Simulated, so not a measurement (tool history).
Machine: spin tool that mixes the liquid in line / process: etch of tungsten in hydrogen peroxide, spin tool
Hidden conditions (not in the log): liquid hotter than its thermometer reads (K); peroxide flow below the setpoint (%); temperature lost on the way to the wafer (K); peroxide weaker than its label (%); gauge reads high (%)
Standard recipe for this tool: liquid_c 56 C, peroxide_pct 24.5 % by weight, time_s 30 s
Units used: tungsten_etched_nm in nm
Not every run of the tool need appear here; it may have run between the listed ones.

| run | hour | liquid_c | peroxide_pct | time_s | wafers since the last listed run | hours since the thermometer was replaced | hours since the peroxide flow meter was replaced | hours since the heated supply line was repaired | hours since the drum of peroxide was connected | hours since the gauge calibration | read-back film thickness of the tungsten reference wafer, read on the same gauge (nm) | tungsten_etched_nm |
|---|---|---|---|---|---|---|---|---|---|---|---|---|
| 1 | 0 | 62.5 | 24.5 | 30 | 0 | 898.8 | 748.9 | 2124.9 | 944 | 160.5 | 109.98 | 82.04 |
| 2 | 11.7 | 49.5 | 24.5 | 30 | 147 | 910.5 | 760.6 | 2136.6 | 955.7 | 172.2 | 110.01 | 37.66 |
| 3 | 25.5 | 56 | 24.5 | 30 | 173 | 924.3 | 774.4 | 2150.4 | 969.5 | 186 | 109.99 | 55.98 |
|  | 38 | new drum of peroxide connected |
|  | 39.6 | peroxide flow meter replaced |
| 4 | 42.6 | 56 | 24.5 | 30 | 189 | 941.4 | 3 | 2167.5 | 4.6 | 203.1 | 110.01 | 58.81 |
|  | 49.9 | heated supply line repaired |
| 5 | 58.7 | 56 | 24.5 | 30 | 189 | 957.5 | 19.1 | 8.8 | 20.7 | 219.2 | 109.98 | 59.08 |
| 6 | 75.6 | 56 | 24.5 | 30 | 212 | 974.4 | 36 | 25.7 | 37.6 | 236.1 | 110.01 | 58.92 |
|  | 80.2 | gauge calibrated |
| 7 | 82.6 | 56 | 24.5 | 40 | 88 | 981.4 | 43 | 32.7 | 44.6 | 2.4 | 110 | 78.63 |
| 8 | 93 | 56 | 24.5 | 40 | 130 | 991.8 | 53.4 | 43.1 | 55 | 12.8 | 110.03 | 78.31 |
| 9 | 107.7 | 56 | 24.5 | 30 | 184 | 1006.5 | 68.1 | 57.8 | 69.7 | 27.5 | 110 | 57.44 |
|  | 113.3 | thermometer replaced |
| 10 | 123.9 | 46.5 | 24.5 | 30 | 191 | 10.6 | 84.3 | 74 | 85.9 | 43.7 | 109.99 | 32.82 |
| 11 | 137.2 | 49 | 22 | 20 | 167 | 23.9 | 97.6 | 87.3 | 99.2 | 57 | 109.98 | 24.38 |
| 12 | 149.9 | 56 | 24.5 | 30 | 159 | 36.6 | 110.3 | 100 | 111.9 | 69.7 | 110 | 58.37 |
| 13 | 159.7 | 49.5 | 29 | 50 | 123 | 46.4 | 120.1 | 109.8 | 121.7 | 79.5 | 109.98 | 70.12 |
| 14 | 166.5 | 56 | 24.5 | 30 | 85 | 53.2 | 126.9 | 116.6 | 128.5 | 86.3 | 110.01 | 58.26 |
| 15 | 182.1 | 56 | 24.5 | 20 | 196 | 68.8 | 142.5 | 132.2 | 144.1 | 101.9 | 110.01 | 38.48 |
| 16 | 200.7 | 59 | 24.5 | 15 | 233 | 87.4 | 161.1 | 150.8 | 162.7 | 120.5 | 110.01 | 35.14 |
| 17 | 207.8 | 53 | 20.5 | 15 | 89 | 94.5 | 168.2 | 157.9 | 169.8 | 127.6 | 109.98 | 22.13 |
| 18 | 217.1 | 47 | 18.5 | 45 | 116 | 103.8 | 177.5 | 167.2 | 179.1 | 136.9 | 110.01 | 43.7 |
| 19 | 226 | 50 | 30 | 30 | 111 | 112.7 | 186.4 | 176.1 | 188 | 145.8 | 110.01 | 44.86 |
| 20 | 243.6 | 56 | 24.5 | 30 | 221 | 130.3 | 204 | 193.7 | 205.6 | 163.4 | 110.01 | 58.56 |
| 21 | 252.9 | 47 | 24.5 | 50 | 116 | 139.6 | 213.3 | 203 | 214.9 | 172.7 | 110.01 | 55.93 |
| 22 | 265.3 | 56 | 24.5 | 30 | 155 | 152 | 225.7 | 215.4 | 227.3 | 185.1 | 110 | 58.25 |
| 23 | 277.4 | 63.5 | 28 | 30 | 152 | 164.1 | 237.8 | 227.5 | 239.4 | 197.2 | 110.02 | 95.81 |
| 24 | 288.9 | 52.5 | 30 | 20 | 144 | 175.6 | 249.3 | 239 | 250.9 | 208.7 | 109.99 | 34.3 |
| 25 | 303.8 | 56 | 24.5 | 30 | 187 | 190.5 | 264.2 | 253.9 | 265.8 | 223.6 | 110.01 | 58.19 |
| 26 | 319.8 | 53.5 | 30 | 50 | 201 | 206.5 | 280.2 | 269.9 | 281.8 | 239.6 | 109.98 | 92.08 |

What differs in the tool's unlogged condition from the final listed run ahead of each entry between runs to the first listed run following it?
Between runs 3 and 4: new drum of peroxide connected (hour 38); peroxide flow meter replaced (hour 39.6)
  peroxide flow below the setpoint (%): 10.7 -> 2.01
  measured result minus the result with no hidden state, tungsten_etched_nm: -3.26 -> -0.6 nm
Between runs 4 and 5: heated supply line repaired (hour 49.9)
  peroxide flow below the setpoint (%): 2.01 -> 2.23
  measured result minus the result with no hidden state, tungsten_etched_nm: -0.6 -> -0.67 nm
Between runs 6 and 7: gauge calibrated (hour 80.2)
  peroxide flow below the setpoint (%): 2.45 -> 2.54
  measured result minus the result with no hidden state, tungsten_etched_nm: -0.74 -> -1.02 nm
Between runs 9 and 10: thermometer replaced (hour 113.3)
  peroxide flow below the setpoint (%): 2.87 -> 3.09
  measured result minus the result with no hidden state, tungsten_etched_nm: -0.84 -> -0.52 nm

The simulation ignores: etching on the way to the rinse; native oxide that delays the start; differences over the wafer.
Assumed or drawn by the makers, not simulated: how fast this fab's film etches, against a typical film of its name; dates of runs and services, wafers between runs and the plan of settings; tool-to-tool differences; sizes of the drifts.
